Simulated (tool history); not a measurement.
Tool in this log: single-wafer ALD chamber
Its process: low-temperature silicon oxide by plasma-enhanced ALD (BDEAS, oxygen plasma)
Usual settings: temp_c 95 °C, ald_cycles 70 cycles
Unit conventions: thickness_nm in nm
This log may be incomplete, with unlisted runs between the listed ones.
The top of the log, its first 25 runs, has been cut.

run	hour	temp_c	ald_cycles	read-back reference wafer on the same gauge, thickness_nm	thickness_nm
# hour 1176.6: thermocouple changed; heater temperature recalibrated
26	1248.8	95	70	10.302	10.526
27	1317.9	84	76	10.298	11.828
28	1388.4	103	77	10.295	11.376
29	1442.7	90	70	10.302	10.763
30	1496.0	105	70	10.310	10.308
31	1579.6	95	84	10.301	12.668
32	1603.6	80	70	10.284	11.017
33	1638.6	88	76	10.298	11.771
34	1759.8	83	70	10.308	11.013
35	1815.2	106	83	10.288	12.129

Forecast run 36:
36	1851.9	88	80	?	?

read-back reference wafer on the same gauge, thickness_nm: 10.289
thickness_nm: 12.384 nm
Had the tool carried no hidden state, the very same run would have given thickness_nm 12.240 nm.
